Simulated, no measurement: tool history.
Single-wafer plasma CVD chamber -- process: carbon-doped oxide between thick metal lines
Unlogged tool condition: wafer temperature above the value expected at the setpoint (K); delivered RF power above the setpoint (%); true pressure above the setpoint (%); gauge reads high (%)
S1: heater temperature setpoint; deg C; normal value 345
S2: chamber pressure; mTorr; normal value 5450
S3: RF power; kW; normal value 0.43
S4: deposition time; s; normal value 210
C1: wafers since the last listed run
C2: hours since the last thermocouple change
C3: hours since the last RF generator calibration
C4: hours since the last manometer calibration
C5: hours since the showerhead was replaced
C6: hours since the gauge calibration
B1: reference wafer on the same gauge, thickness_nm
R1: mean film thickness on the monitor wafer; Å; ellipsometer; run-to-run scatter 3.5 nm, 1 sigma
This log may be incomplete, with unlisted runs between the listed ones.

Run 1, hour 0: usual settings; C1 0; C2 1405; C3 1065.6; C4 593.9; C5 4084.6; C6 2429.3; B1 988.759. Result: R1 9431.89 Å.
Run 2, hour 39: usual settings; C1 274; C2 1444; C3 1104.6; C4 632.9; C5 4123.6; C6 2468.3; B1 988.015. Result: R1 9464.03 Å.
Run 3, hour 77.2: usual settings; C1 269; C2 1482.2; C3 1142.8; C4 671.1; C5 4161.8; C6 2506.5; B1 988.349. Result: R1 9490.7 Å.
At hour 98.5: showerhead replaced, of another model than before.
Run 4, hour 121: usual settings but S3 0.465 kW; C1 252; C2 1526; C3 1186.6; C4 714.9; C5 22.5; C6 2550.3; B1 988.78. Result: R1 10165.9 Å.
Run 5, hour 190.2: usual settings but S3 0.465 kW; C1 487; C2 1595.2; C3 1255.8; C4 784.1; C5 91.7; C6 2619.5; B1 987.704. Result: R1 10223.11 Å.
Run 6, hour 234.8: usual settings but S3 0.395 kW; C1 314; C2 1639.8; C3 1300.4; C4 828.7; C5 136.3; C6 2664.1; B1 986.443. Result: R1 8694.88 Å.
At hour 272.2: gauge calibrated.
Run 7, hour 299.6: usual settings but S3 0.395 kW; C1 456; C2 1704.6; C3 1365.2; C4 893.5; C5 201.1; C6 27.4; B1 988.395. Result: R1 8658.91 Å.
Run 8, hour 363.9: usual settings; C1 452; C2 1768.9; C3 1429.5; C4 957.8; C5 265.4; C6 91.7; B1 988.549. Result: R1 9408.41 Å.
Run 9, hour 409.6: usual settings but S1 330 deg C, S4 226 s; C1 321; C2 1814.6; C3 1475.2; C4 1003.5; C5 311.1; C6 137.4; B1 988.645. Result: R1 10704.25 Å.
Run 10, hour 474.5: usual settings but S4 243 s; C1 457; C2 1879.5; C3 1540.1; C4 1068.4; C5 376; C6 202.3; B1 988.33. Result: R1 10956.44 Å.
At hour 591: capacitance manometer re-zeroed and calibrated.
Run 11, hour 681.8: usual settings; C1 1403; C2 2086.8; C3 1747.4; C4 90.8; C5 583.3; C6 409.6; B1 988.211. Result: R1 9563.46 Å.
Run 12, hour 718.6: usual settings but S1 336 deg C; C1 259; C2 2123.6; C3 1784.2; C4 127.6; C5 620.1; C6 446.4; B1 987.588. Result: R1 9820.43 Å.
Run 13, hour 753.6: usual settings but S1 356 deg C, S2 5940 mTorr, S3 0.375 kW, S4 174 s; C1 246; C2 2158.6; C3 1819.2; C4 162.6; C5 655.1; C6 481.4; B1 989.119. Result: R1 6766.98 Å.
Run 14, hour 809.8: usual settings; C1 395; C2 2214.8; C3 1875.4; C4 218.8; C5 711.3; C6 537.6; B1 987.899. Result: R1 9551.55 Å.
Run 15, hour 840.9: usual settings but S3 0.36 kW; C1 219; C2 2245.9; C3 1906.5; C4 249.9; C5 742.4; C6 568.7; B1 988.6. Result: R1 7932.96 Å.
At hour 870.1: RF generator calibrated.
At hour 886.5: thermocouple changed; heater temperature recalibrated.
Run 16, hour 908.5: usual settings but S1 334 deg C, S3 0.36 kW, S4 185 s; C1 363; C2 22; C3 38.4; C4 317.5; C5 810; C6 636.3; B1 988.515. Result: R1 7264.99 Å.
Run 17, hour 971.7: usual settings but S4 186 s; C1 445; C2 85.2; C3 101.6; C4 380.7; C5 873.2; C6 699.5; B1 989.016. Result: R1 8448.52 Å.
Run 18, hour 1041.8: usual settings but S2 5030 mTorr; C1 493; C2 155.3; C3 171.7; C4 450.8; C5 943.3; C6 769.6; B1 987.668. Result: R1 9332.2 Å.
Run 19, hour 1075.1: usual settings but S1 349 deg C, S3 0.375 kW; C1 234; C2 188.6; C3 205; C4 484.1; C5 976.6; C6 802.9; B1 988.663. Result: R1 8201.11 Å.
Run 20, hour 1239.7: usual settings; C1 1159; C2 353.2; C3 369.6; C4 648.7; C5 1141.2; C6 967.5; B1 988.098. Result: R1 9494.48 Å.
Run 21, hour 1303.7: usual settings but S2 5920 mTorr, S3 0.365 kW; C1 450; C2 417.2; C3 433.6; C4 712.7; C5 1205.2; C6 1031.5; B1 988.38. Result: R1 8136.39 Å.
Run 22, hour 1344.9: usual settings but S1 351 deg C, S2 6730 mTorr, S3 0.345 kW, S4 237 s; C1 290; C2 458.4; C3 474.8; C4 753.9; C5 1246.4; C6 1072.7; B1 986.94. Result: R1 8637.36 Å.
Run 23, hour 1389.8: usual settings but S3 0.355 kW, S4 230 s; C1 316; C2 503.3; C3 519.7; C4 798.8; C5 1291.3; C6 1117.6; B1 988.684. Result: R1 8462.78 Å.
Run 24, hour 1445.8: usual settings but S2 6740 mTorr, S3 0.405 kW, S4 228 s; C1 394; C2 559.3; C3 575.7; C4 854.8; C5 1347.3; C6 1173.6; B1 988.723. Result: R1 9980.04 Å.
Run 25, hour 1506: usual settings but S1 337 deg C, S2 6510 mTorr, S3 0.5 kW, S4 247 s; C1 423; C2 619.5; C3 635.9; C4 915; C5 1407.5; C6 1233.8; B1 988.135. Result: R1 13327.9 Å.
Run 26, hour 1575.8: usual settings; C1 491; C2 689.3; C3 705.7; C4 984.8; C5 1477.3; C6 1303.6; B1 988.193. Result: R1 9476.75 Å.
Run 27, hour 1612.4: usual settings but S1 338 deg C, S3 0.5 kW, S4 181 s; C1 257; C2 725.9; C3 742.3; C4 1021.4; C5 1513.9; C6 1340.2; B1 988.618. Result: R1 9506.47 Å.
Run 28, hour 1678.3: usual settings but S2 4440 mTorr, S3 0.405 kW, S4 182 s; C1 464; C2 791.8; C3 808.2; C4 1087.3; C5 1579.8; C6 1406.1; B1 988.538. Result: R1 7457.61 Å.

Forecast each of these 4 alternatives for the next run:
Run A, hour 1678.8: usual settings; C1 3; C2 792.3; C3 808.7; C4 1087.8; C5 1580.3; C6 1406.6; B1 ?. Result: R1 ?.
Run B, hour 1678.8: usual settings but S1 340 deg C, S2 6160 mTorr, S3 0.38 kW; C1 3; C2 792.3; C3 808.7; C4 1087.8; C5 1580.3; C6 1406.6; B1 ?. Result: R1 ?.
Run C, hour 1678.8: usual settings but S1 351 deg C; C1 3; C2 792.3; C3 808.7; C4 1087.8; C5 1580.3; C6 1406.6; B1 ?. Result: R1 ?.
Run D, hour 1678.8: usual settings but S4 175 s; C1 3; C2 792.3; C3 808.7; C4 1087.8; C5 1580.3; C6 1406.6; B1 ?. Result: R1 ?.

run   B1       R1
  A  989  9446.62
  B  989   8618.3
  C  989  9284.28
  D  989  7876.23
Stripped of hidden state, with their random variation kept, the same runs would have yielded:
run       R1
  A  9555.85
  B  8694.06
  C  9391.63
  D   7967.3

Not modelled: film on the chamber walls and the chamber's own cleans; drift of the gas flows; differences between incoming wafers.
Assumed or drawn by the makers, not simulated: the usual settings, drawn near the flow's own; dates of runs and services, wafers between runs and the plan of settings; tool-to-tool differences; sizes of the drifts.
